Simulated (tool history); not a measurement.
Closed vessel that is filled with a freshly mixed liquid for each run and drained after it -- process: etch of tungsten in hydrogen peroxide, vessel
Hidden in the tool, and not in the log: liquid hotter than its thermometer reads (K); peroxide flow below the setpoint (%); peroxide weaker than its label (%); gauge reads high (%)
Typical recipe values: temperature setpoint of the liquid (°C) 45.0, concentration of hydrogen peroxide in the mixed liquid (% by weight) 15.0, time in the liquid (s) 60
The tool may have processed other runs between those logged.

run	hour	temperature setpoint of the liquid (°C)	concentration of hydrogen peroxide in the mixed liquid (% by weight)	time in the liquid (s)	wafers since the last listed run	hours since the thermometer was replaced	hours since the peroxide flow meter was replaced	hours since the drum of peroxide was connected	hours since the gauge calibration	read-back film thickness of the tungsten reference wafer, read on the same gauge (nm)	thickness taken off the tungsten on a monitor wafer (nm)
1	0.0	45.0	15.0	60	0	1906.3	526.7	319.2	526.2	109.97	86.34
2	54.5	45.0	18.0	60	7794	1960.8	581.2	373.7	580.7	110.00	94.65
3	125.9	45.0	18.0	60	10211	2032.2	652.6	445.1	652.1	110.00	93.15
4	178.7	45.0	15.0	60	7551	2085.0	705.4	497.9	704.9	110.05	85.24
5	229.6	45.0	15.0	60	7279	2135.9	756.3	548.8	755.8	110.03	84.89
6	258.6	45.0	15.0	60	4147	2164.9	785.3	577.8	784.8	109.97	84.36
7	294.6	45.0	12.5	60	5148	2200.9	821.3	613.8	820.8	109.99	77.00
8	329.3	45.0	12.5	60	4962	2235.6	856.0	648.5	855.5	110.03	77.08
9	368.0	45.0	12.0	60	5534	2274.3	894.7	687.2	894.2	110.06	74.64
10	442.3	41.0	15.0	60	10626	2348.6	969.0	761.5	968.5	110.01	64.76
# hour 484.2: new drum of peroxide connected
11	512.9	51.0	17.5	45	9954	2419.2	1039.6	28.7	1039.1	109.99	102.11
12	574.9	45.0	15.0	60	8867	2481.2	1101.6	90.7	1101.1	110.01	85.33
13	636.6	45.0	15.0	45	8824	2542.9	1163.3	152.4	1162.8	110.02	63.65
14	665.1	45.0	15.0	35	4076	2571.4	1191.8	180.9	1191.3	110.01	50.10
15	735.5	45.0	15.0	90	10068	2641.8	1262.2	251.3	1261.7	109.94	127.66
16	771.5	49.0	19.0	50	5148	2677.8	1298.2	287.3	1297.7	109.97	102.22
17	834.6	45.0	15.0	60	9024	2740.9	1361.3	350.4	1360.8	110.02	83.71
# hour 863.4: peroxide flow meter replaced
18	904.0	45.0	15.0	60	9782	2810.3	40.6	419.8	1430.2	110.07	88.09
19	946.3	36.5	17.0	30	6049	2852.6	82.9	462.1	1472.5	110.00	26.50
# hour 967.4: thermometer replaced
20	990.2	45.0	19.5	60	6135	22.8	126.8	506.0	1516.4	109.97	99.55
# hour 1105.7: gauge calibrated
21	1114.4	45.0	15.0	60	17762	147.0	251.0	630.2	8.7	109.99	85.49
22	1171.1	45.0	13.5	60	8109	203.7	307.7	686.9	65.4	109.99	81.44
23	1211.5	36.5	19.5	60	5777	244.1	348.1	727.3	105.8	109.95	55.46
# hour 1214.8: new drum of peroxide connected
24	1254.7	54.0	18.0	45	6035	287.3	391.3	39.9	149.0	110.00	124.40
25	1292.2	45.0	15.0	60	5363	324.8	428.8	77.4	186.5	110.02	88.13
26	1318.7	45.0	18.5	35	3789	351.3	455.3	103.9	213.0	110.05	56.16
27	1370.5	45.0	12.0	75	7408	403.1	507.1	155.7	264.8	110.04	96.49
28	1409.6	45.0	15.0	60	5592	442.2	546.2	194.8	303.9	110.02	86.49
29	1460.9	45.0	15.0	60	7336	493.5	597.5	246.1	355.2	110.04	86.67
30	1507.0	45.0	15.0	60	6593	539.6	643.6	292.2	401.3	110.00	85.59
31	1576.1	45.0	15.0	60	9882	608.7	712.7	361.3	470.4	110.00	84.40

Give the tool's hidden conditions for every run:
liquid hotter than its thermometer reads (K): 0 in every run
gauge reads high (%): 0 in every run
H1: peroxide flow below the setpoint (%)
H2: peroxide weaker than its label (%)
run	H1	H2
1	3.15	4.01
2	3.46	4.55
3	3.88	5.26
4	4.18	5.78
5	4.48	6.29
6	4.65	6.58
7	4.86	6.93
8	5.06	7.28
9	5.28	7.66
10	5.71	8.4
11	6.12	0.584
12	6.48	1.2
13	6.84	1.81
14	7	2.1
15	7.41	2.8
16	7.62	3.15
17	7.99	3.78
18	0.564	4.47
19	0.809	4.89
20	1.06	5.33
21	1.78	6.56
22	2.11	7.12
23	2.35	7.53
24	2.6	1.58
25	2.81	1.95
26	2.97	2.21
27	3.27	2.73
28	3.49	3.12
29	3.79	3.63
30	4.06	4.08
31	4.46	4.77

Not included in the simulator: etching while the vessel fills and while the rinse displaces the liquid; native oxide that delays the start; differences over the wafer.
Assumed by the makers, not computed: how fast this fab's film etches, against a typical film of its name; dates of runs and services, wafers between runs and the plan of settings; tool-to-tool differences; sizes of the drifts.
